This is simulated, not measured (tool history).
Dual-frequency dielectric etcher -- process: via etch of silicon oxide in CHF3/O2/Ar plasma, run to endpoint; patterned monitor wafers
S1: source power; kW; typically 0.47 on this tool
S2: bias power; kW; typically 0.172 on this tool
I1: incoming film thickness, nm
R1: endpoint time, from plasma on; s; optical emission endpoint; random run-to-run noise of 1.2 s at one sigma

run	hour	S1	S2	I1	R1
1	0	0.55	0.172	461.6	218.1
2	14.1	0.42	0.199	459.4	235.2
3	36.1	0.42	0.199	453.1	230.3
4	52	0.42	0.199	454.5	231
5	73	0.44	0.192	460.3	233.4
6	106.9	0.47	0.172	461.3	232.6
7	120.6	0.47	0.172	456.5	231.1
# hour 128.2: source power generator calibrated
8	155.5	0.43	0.136	458.7	263.9
# hour 215.6: bias power generator calibrated
# hour 219.2: wet clean of the chamber
# hour 222.8: upper electrode replaced
9	233.8	0.53	0.136	459.9	250.5
10	250.9	0.59	0.157	458	225.4
11	286.4	0.55	0.194	457.1	213.4
12	311.3	0.59	0.208	457.8	199.1
13	340.8	0.41	0.16	457.8	264.3
14	361.3	0.41	0.16	461.3	264.6

Consider 3 possible next runs. They are alternatives, not a sequence: every one starts from the tool as it was left by run 14. What does each give?
A	361.8	0.47	0.172	456.1	?
B	361.8	0.35	0.131	456.1	?
C	361.8	0.39	0.159	456.1	?

run	R1
A	236.7
B	309.3
C	269.6
Take away the tool's hidden state, keep each run's random variation, and the runs would have read:
run	R1
A	238.5
B	311.7
C	271.7

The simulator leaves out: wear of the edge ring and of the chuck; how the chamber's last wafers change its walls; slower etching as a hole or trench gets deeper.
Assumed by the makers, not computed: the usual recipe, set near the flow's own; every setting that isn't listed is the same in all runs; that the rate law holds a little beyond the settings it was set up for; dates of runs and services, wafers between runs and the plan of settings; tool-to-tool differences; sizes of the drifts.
